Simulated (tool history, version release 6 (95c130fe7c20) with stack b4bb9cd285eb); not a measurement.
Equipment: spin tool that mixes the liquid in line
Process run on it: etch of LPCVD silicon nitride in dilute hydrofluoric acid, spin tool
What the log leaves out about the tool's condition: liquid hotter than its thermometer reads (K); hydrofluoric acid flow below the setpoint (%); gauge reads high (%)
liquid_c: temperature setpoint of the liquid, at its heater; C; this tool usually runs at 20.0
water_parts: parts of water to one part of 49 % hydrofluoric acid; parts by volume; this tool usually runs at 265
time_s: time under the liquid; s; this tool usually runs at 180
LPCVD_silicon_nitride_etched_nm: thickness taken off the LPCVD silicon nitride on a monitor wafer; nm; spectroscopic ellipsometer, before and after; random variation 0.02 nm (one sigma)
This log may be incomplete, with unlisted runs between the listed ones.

run	day	liquid_c	water_parts	time_s	wafers since the last listed run	hours since the thermometer was replaced	hours since the hydrofluoric acid flow meter was replaced	hours since the gauge calibration	read-back film thickness of the LPCVD silicon nitride reference wafer, read on the same gauge (nm)	LPCVD_silicon_nitride_etched_nm
1	0.000	20.0	265	180	0	1136.3	991.8	177.3	89.988	0.280
2	0.804	20.0	265	180	117	1155.6	1011.1	196.6	89.998	0.289
3	2.288	20.0	180	180	217	1191.2	1046.7	232.2	90.003	0.398
4	3.458	20.0	180	180	171	1219.3	1074.8	260.3	89.992	0.424
5	4.142	23.0	315	180	100	1235.7	1091.2	276.7	90.009	0.277
6	5.592	20.0	265	255	212	1270.5	1126.0	311.5	89.998	0.377
7	6.221	20.0	265	255	92	1285.6	1141.1	326.6	89.988	0.378
# day 6.812: hydrofluoric acid flow meter replaced
8	7.025	20.0	175	180	111	1304.9	5.1	345.9	89.999	0.400
9	7.612	22.0	190	80	86	1319.0	19.2	360.0	90.012	0.225
10	9.029	20.0	265	95	207	1353.0	53.2	394.0	90.010	0.153
11	9.904	20.0	220	80	128	1374.0	74.2	415.0	90.005	0.135
12	10.417	17.0	265	180	75	1386.3	86.5	427.3	90.013	0.265
13	11.442	20.0	265	180	150	1410.9	111.1	451.9	90.002	0.282
14	12.400	22.0	330	270	140	1433.9	134.1	474.9	89.994	0.393
15	13.100	22.5	380	250	102	1450.7	150.9	491.7	90.019	0.283
16	14.571	20.0	150	180	215	1486.0	186.2	527.0	90.002	0.473
# day 17.254: gauge calibrated
17	17.738	20.0	180	180	464	1562.0	262.2	11.6	89.995	0.393
# day 17.846: thermometer replaced
18	19.088	18.5	265	135	191	29.8	294.6	44.0	89.996	0.209
19	19.696	22.5	265	140	89	44.4	309.2	58.6	90.007	0.271
20	20.646	18.5	360	180	139	67.2	332.0	81.4	90.002	0.172
21	21.267	20.0	265	180	90	82.1	346.9	96.3	90.015	0.256
22	22.108	25.0	265	285	123	102.3	367.1	116.5	89.998	0.606
23	22.750	23.0	265	220	94	117.7	382.5	131.9	89.999	0.361
24	23.296	20.0	265	180	79	130.8	395.6	145.0	90.004	0.292
25	23.996	17.0	170	130	102	147.6	412.4	161.8	90.012	0.245
26	24.592	20.0	220	180	87	161.9	426.7	176.1	90.007	0.320
27	25.500	24.5	265	250	133	183.7	448.5	197.9	89.984	0.574
28	26.338	20.0	265	180	122	203.8	468.6	218.0	90.011	0.271
29	27.325	17.5	265	255	144	227.5	492.3	241.7	90.001	0.331
30	28.000	17.0	380	180	98	243.7	508.5	257.9	90.014	0.172
31	29.483	20.0	375	180	217	279.3	544.1	293.5	89.995	0.204
32	30.279	17.0	310	80	116	298.4	563.2	312.6	89.999	0.100

Forecast each of these 5 alternatives for the next run:
A	30.300	20.0	265	180	3	298.9	563.7	313.1	?	?
B	30.300	17.0	170	220	3	298.9	563.7	313.1	?	?
C	30.300	18.0	365	120	3	298.9	563.7	313.1	?	?
D	30.300	17.0	350	235	3	298.9	563.7	313.1	?	?
E	30.300	20.0	265	70	3	298.9	563.7	313.1	?	?

run	read-back film thickness of the LPCVD silicon nitride reference wafer, read on the same gauge (nm)	LPCVD_silicon_nitride_etched_nm
A	89.999	0.284
B	89.999	0.437
C	89.999	0.123
D	89.999	0.234
E	89.999	0.110
Without the tool's unlogged condition, the same runs would have read:
run	LPCVD_silicon_nitride_etched_nm
A	0.284
B	0.437
C	0.123
D	0.234
E	0.110
